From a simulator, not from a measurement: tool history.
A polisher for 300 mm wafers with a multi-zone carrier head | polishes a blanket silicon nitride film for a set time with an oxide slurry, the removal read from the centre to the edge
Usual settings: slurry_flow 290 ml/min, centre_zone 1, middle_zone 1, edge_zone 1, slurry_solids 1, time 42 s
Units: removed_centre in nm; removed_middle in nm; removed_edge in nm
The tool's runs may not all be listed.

run	hour	slurry_flow	centre_zone	middle_zone	edge_zone	slurry_solids	time	incoming thickness of the incoming film, nm	removed_centre	removed_middle	removed_edge
1	0	290	1	1	1	1	42	465	23.5	23.5	23.7
2	13.1	220	1	1	1.03	1	42	468.4	22.3	22.7	23.2
3	28.8	290	1	1	1	1	42	473.5	23.3	23.4	24.7
4	37.8	290	1.04	1	1	1	42	475.5	24.5	23.5	23.5
# hour 44.7: edge zone pressure recalibrated
# hour 46.3: worn pad replaced by a new one
5	51	290	1.07	1	1	0.9	42	462.5	23.9	23.2	23.3
6	60.5	220	1	1	1	1	33	464.9	18	17.9	18.3
7	75.1	220	1	1	1	1	33	463.9	17.6	17.9	18
8	87.9	230	1	1	1	1	42	466.2	22.4	22.8	23.5
9	100.5	290	1	1	1	0.75	42	460.3	21.7	22.2	22.6
# hour 118.7: carrier head's membrane replaced by a new one
10	136.7	290	1	1	1	1	42	470.6	23	23.5	24.7
11	153	290	1.08	1.08	0.94	1	33	474.2	20.4	19.8	18.1
# hour 165.7: worn pad replaced by a new one
12	166.7	290	1	0.92	0.95	1	42	464.4	23.3	22.3	23.2
13	173.5	290	1	1	1	1	42	468.9	23.3	23.6	23.8
14	186.2	290	1	0.93	1	1	42	471.7	23.1	22.1	24.1

Forecast run 15:
15	196.7	205	1.06	0.96	1	1	42	470.4	?	?	?

{"run 15": {"removed_centre": 24.2, "removed_middle": 21.9, "removed_edge": 23.1}}
Without the tool's hidden state the same run would have given removed_centre 24.2 nm, removed_middle 21.9 nm, removed_edge 23.1 nm.
